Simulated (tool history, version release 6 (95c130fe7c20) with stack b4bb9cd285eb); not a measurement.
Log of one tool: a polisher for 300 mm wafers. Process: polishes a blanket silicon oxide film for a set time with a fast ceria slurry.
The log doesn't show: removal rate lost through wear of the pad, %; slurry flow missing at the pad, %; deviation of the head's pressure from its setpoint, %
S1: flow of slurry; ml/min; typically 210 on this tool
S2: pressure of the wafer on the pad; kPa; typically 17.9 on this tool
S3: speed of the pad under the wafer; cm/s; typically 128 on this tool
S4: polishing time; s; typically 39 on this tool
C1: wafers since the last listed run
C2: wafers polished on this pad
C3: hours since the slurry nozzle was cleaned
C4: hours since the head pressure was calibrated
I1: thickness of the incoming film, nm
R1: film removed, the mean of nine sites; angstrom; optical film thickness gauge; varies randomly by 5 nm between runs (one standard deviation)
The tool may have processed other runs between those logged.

run 1 hour=0 | S1=210 S2=17.9 S3=128 S4=48 | C1=0 C2=414 C3=488.6 C4=762.2 | I1=2079.3 | R1=8679
run 2 hour=31.8 | S1=210 S2=17.9 S3=128 S4=48 | C1=410 C2=825 C3=520.4 C4=794 | I1=2083 | R1=8550
run 3 hour=46.3 | S1=210 S2=17.9 S3=128 S4=48 | C1=187 C2=1012 C3=534.9 C4=808.5 | I1=2067.7 | R1=8603
-- hour=64.2 worn pad replaced by a new one
run 4 hour=64.7 | S1=210 S2=20.7 S3=128 S4=39 | C1=186 C2=6 C3=553.3 C4=826.9 | I1=2071 | R1=8153
run 5 hour=96.1 | S1=210 S2=20.7 S3=128 S4=39 | C1=405 C2=412 C3=584.7 C4=858.3 | I1=2099.3 | R1=8091
run 6 hour=110.9 | S1=210 S2=20.7 S3=128 S4=39 | C1=191 C2=603 C3=599.5 C4=873.1 | I1=2045.6 | R1=8086
-- hour=146.4 worn pad replaced by a new one
run 7 hour=146.7 | S1=210 S2=17.9 S3=128 S4=39 | C1=410 C2=4 C3=635.3 C4=908.9 | I1=2072.8 | R1=7013
run 8 hour=168.8 | S1=270 S2=22.8 S3=128 S4=39 | C1=285 C2=289 C3=657.4 C4=931 | I1=2088.5 | R1=9125
run 9 hour=190.2 | S1=210 S2=17.9 S3=128 S4=39 | C1=276 C2=566 C3=678.8 C4=952.4 | I1=2048.6 | R1=7006
run 10 hour=223.2 | S1=210 S2=17.9 S3=128 S4=39 | C1=426 C2=992 C3=711.8 C4=985.4 | I1=2079.7 | R1=6902
-- hour=230.2 head pressure recalibrated
run 11 hour=238.6 | S1=210 S2=17.9 S3=128 S4=39 | C1=173 C2=1166 C3=727.2 C4=8.4 | I1=2079.1 | R1=7572
-- hour=243.7 worn pad replaced by a new one
run 12 hour=267.7 | S1=235 S2=17.9 S3=128 S4=39 | C1=324 C2=310 C3=756.3 C4=37.5 | I1=2056.2 | R1=7694
-- hour=276 slurry nozzle cleaned
run 13 hour=295.5 | S1=210 S2=17.9 S3=128 S4=39 | C1=346 C2=657 C3=19.5 C4=65.3 | I1=2077.9 | R1=7385
run 14 hour=328.7 | S1=210 S2=17.9 S3=128 S4=39 | C1=429 C2=1086 C3=52.7 C4=98.5 | I1=2069.7 | R1=7370
-- hour=341.1 worn pad replaced by a new one
run 15 hour=353.3 | S1=190 S2=22.1 S3=108 S4=48 | C1=266 C2=157 C3=77.3 C4=123.1 | I1=2035.2 | R1=9626
run 16 hour=367.2 | S1=210 S2=13.8 S3=128 S4=39 | C1=179 C2=336 C3=91.2 C4=137 | I1=2096.1 | R1=5658
run 17 hour=389.9 | S1=210 S2=22.8 S3=128 S4=39 | C1=293 C2=630 C3=113.9 C4=159.7 | I1=2058.7 | R1=9173
run 18 hour=408.7 | S1=260 S2=17.9 S3=156 S4=28 | C1=242 C2=873 C3=132.7 C4=178.5 | I1=2043.1 | R1=6256
run 19 hour=422.5 | S1=240 S2=12.4 S3=112 S4=34 | C1=178 C2=1051 C3=146.5 C4=192.3 | I1=2060.2 | R1=3994
-- hour=435 worn pad replaced by a new one
run 20 hour=439.3 | S1=260 S2=15.9 S3=128 S4=28 | C1=165 C2=56 C3=163.3 C4=209.1 | I1=2048.3 | R1=4653
run 21 hour=454.7 | S1=210 S2=21.4 S3=128 S4=39 | C1=198 C2=255 C3=178.7 C4=224.5 | I1=2091.4 | R1=8579

5 ways to go on from here, each from the tool as it stands after run 21. What would each give?
run A hour=455.1 | S1=210 S2=17.9 S3=128 S4=39 | C1=5 C2=260 C3=179.1 C4=224.9 | I1=2070.4 | R1=?
run B hour=455.1 | S1=175 S2=17.9 S3=128 S4=39 | C1=5 C2=260 C3=179.1 C4=224.9 | I1=2070.4 | R1=?
run C hour=455.1 | S1=210 S2=13.8 S3=128 S4=33 | C1=5 C2=260 C3=179.1 C4=224.9 | I1=2070.4 | R1=?
run D hour=455.1 | S1=145 S2=12.4 S3=92 S4=29 | C1=5 C2=260 C3=179.1 C4=224.9 | I1=2070.4 | R1=?
run E hour=455.1 | S1=270 S2=23.4 S3=110 S4=39 | C1=5 C2=260 C3=179.1 C4=224.9 | I1=2070.4 | R1=?

run=A R1=7138
run=B R1=6939
run=C R1=4646
run=D R1=2708
run=E R1=8593
Take away the tool's hidden state, keep each run's random variation, and the runs would have read:
run=A R1=7703
run=B R1=7489
run=C R1=5014
run=D R1=2922
run=E R1=9274
